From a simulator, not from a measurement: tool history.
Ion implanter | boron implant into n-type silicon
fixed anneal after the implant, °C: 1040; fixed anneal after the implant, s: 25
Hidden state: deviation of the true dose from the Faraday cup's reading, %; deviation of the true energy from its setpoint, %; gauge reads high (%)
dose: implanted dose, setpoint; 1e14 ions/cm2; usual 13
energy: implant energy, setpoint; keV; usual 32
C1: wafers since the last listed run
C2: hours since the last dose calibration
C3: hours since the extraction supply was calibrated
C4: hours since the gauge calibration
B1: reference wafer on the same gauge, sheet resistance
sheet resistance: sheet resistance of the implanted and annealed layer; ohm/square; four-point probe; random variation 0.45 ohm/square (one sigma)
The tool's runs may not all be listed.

Run 1, hour 0: usual settings; C1 0; C2 538.7; C3 3714.3; C4 236.5; B1 94.35. Result: sheet resistance 94.25 ohm/square.
Run 2, hour 51.5: usual settings; C1 1008; C2 590.2; C3 3765.8; C4 288; B1 94.44. Result: sheet resistance 94.67 ohm/square.
Run 3, hour 145.8: usual settings; C1 1847; C2 684.5; C3 3860.1; C4 382.3; B1 94.32. Result: sheet resistance 94.01 ohm/square.
Run 4, hour 211.7: usual settings; C1 1290; C2 750.4; C3 3926; C4 448.2; B1 94.31. Result: sheet resistance 93.8 ohm/square.
Run 5, hour 254.6: usual settings; C1 840; C2 793.3; C3 3968.9; C4 491.1; B1 94.42. Result: sheet resistance 93.84 ohm/square.
Run 6, hour 352.9: usual settings; C1 1925; C2 891.6; C3 4067.2; C4 589.4; B1 94.17. Result: sheet resistance 93.15 ohm/square.
At hour 487.5: gauge calibrated.
Run 7, hour 553.1: usual settings; C1 3921; C2 1091.8; C3 4267.4; C4 65.6; B1 94.3. Result: sheet resistance 93.37 ohm/square.
Run 8, hour 653.8: usual settings; C1 1972; C2 1192.5; C3 4368.1; C4 166.3; B1 94.47. Result: sheet resistance 93.19 ohm/square.
Run 9, hour 713.4: usual settings but dose 10.93 1e14 ions/cm2; C1 1167; C2 1252.1; C3 4427.7; C4 225.9; B1 94.33. Result: sheet resistance 107.05 ohm/square.
Run 10, hour 974.2: usual settings but energy 43 keV; C1 5108; C2 1512.9; C3 4688.5; C4 486.7; B1 94.16. Result: sheet resistance 90.6 ohm/square.
At hour 990.1: Faraday cup replaced and dose calibrated.
At hour 1002.8: extraction supply calibrated.
Run 11, hour 1012.7: usual settings; C1 440; C2 22.6; C3 9.9; C4 525.2; B1 94.22. Result: sheet resistance 95.43 ohm/square.

Forecast run 12:
Run 12, hour 1083.3: usual settings but dose 16.56 1e14 ions/cm2, energy 27.5 keV; C1 1383; C2 93.2; C3 80.5; C4 595.8; B1 ?. Result: sheet resistance ?.

{"run 12": {"B1": 94.42, "sheet resistance": 79.11}}
Without the tool's hidden state the same run would have given sheet resistance 78.79 ohm/square.
